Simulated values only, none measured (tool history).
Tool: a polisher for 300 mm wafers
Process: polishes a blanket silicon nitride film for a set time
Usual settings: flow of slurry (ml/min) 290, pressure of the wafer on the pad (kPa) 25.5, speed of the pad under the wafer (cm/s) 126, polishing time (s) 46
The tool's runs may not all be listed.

run,hour,flow of slurry (ml/min),pressure of the wafer on the pad (kPa),speed of the pad under the wafer (cm/s),polishing time (s),wafers since the last listed run,wafers polished on this pad,hours since the slurry nozzle was cleaned,hours since the head pressure was calibrated,"incoming thickness of the incoming film, nm",film removed (nm)
1,0,255,25.5,146,46,0,655,206.3,757.2,638.4,113.4
2,22.9,255,25.5,146,46,227,883,229.2,780.1,630.5,111.4
3,56.3,255,25.5,146,46,331,1215,262.6,813.5,637.5,110.8
# hour 91.7: worn pad replaced by a new one
4,92.2,290,29.6,126,46,317,5,298.5,849.4,633,121.3
5,103.4,290,25.5,102,36,111,116,309.7,860.6,647.4,69.2
6,137.3,290,25.5,102,36,336,453,343.6,894.5,640.2,66.8
7,173.1,290,25.5,102,36,355,808,379.4,930.3,633.7,67.6
8,203.1,325,25.5,126,46,298,1107,409.4,960.3,646,100.1
9,232.4,325,25.5,126,46,291,1398,438.7,989.6,641,97.8
# hour 247: worn pad replaced by a new one
10,252.5,325,25.5,126,46,159,54,458.8,1009.7,635.5,102.8
11,275.9,290,22.1,152,46,232,287,482.2,1033.1,652.9,102.5
12,296.4,290,22.1,152,46,203,491,502.7,1053.6,641.6,103.3
# hour 360.4: head pressure recalibrated
13,380.1,290,22.1,152,46,811,1302,586.4,19.7,648.2,99.6
14,393.1,290,25.5,126,33,129,1432,599.4,32.7,647.3,71.2
# hour 427.3: worn pad replaced by a new one
15,427.8,330,33.1,126,46,305,4,634.1,67.4,652.6,135.8
16,454.2,240,25.5,98,57,262,267,660.5,93.8,649.4,100.6
17,553.2,290,30.3,126,56,983,1251,759.5,192.8,642.5,143.5
18,576,260,25.5,156,59,226,1477,782.3,215.6,640.1,146.6
# hour 581.9: worn pad replaced by a new one
19,596.2,290,25.5,126,46,160,141,802.5,235.8,647.6,100
# hour 634.7: slurry nozzle cleaned
20,665.8,290,25.5,96,46,681,823,31.1,305.4,642.3,81.7
# hour 735.9: worn pad replaced by a new one
21,750.6,340,25.5,166,59,802,146,115.9,390.2,636.3,169.6
22,782.9,290,17.9,88,32,320,467,148.2,422.5,630.4,37.6
23,807.9,250,29.6,146,46,248,715,173.2,447.5,641.1,131.4
24,835,290,25.5,126,46,269,985,200.3,474.6,632.2,102
25,864.9,250,25.5,150,36,297,1282,230.2,504.5,637.7,87.5
26,880,255,31,152,60,150,1432,245.3,519.6,641.2,181.9

5 ways to go on from here, each from the tool as it stands after run 26. What would each give?
A,880.4,290,25.5,140,46,3,1436,245.7,520,636.2,?
B,880.4,290,32.4,126,46,3,1436,245.7,520,636.2,?
C,880.4,290,25.5,138,36,3,1436,245.7,520,636.2,?
D,880.4,350,29,158,52,3,1436,245.7,520,636.2,?
E,880.4,350,22.8,160,34,3,1436,245.7,520,636.2,?

run,film removed (nm)
A,110.6
B,129.1
C,85.5
D,158.5
E,82.3
Without the tool's hidden state the same runs would have given:
run,film removed (nm)
A,118
B,137.8
C,91.3
D,168.7
E,87.6

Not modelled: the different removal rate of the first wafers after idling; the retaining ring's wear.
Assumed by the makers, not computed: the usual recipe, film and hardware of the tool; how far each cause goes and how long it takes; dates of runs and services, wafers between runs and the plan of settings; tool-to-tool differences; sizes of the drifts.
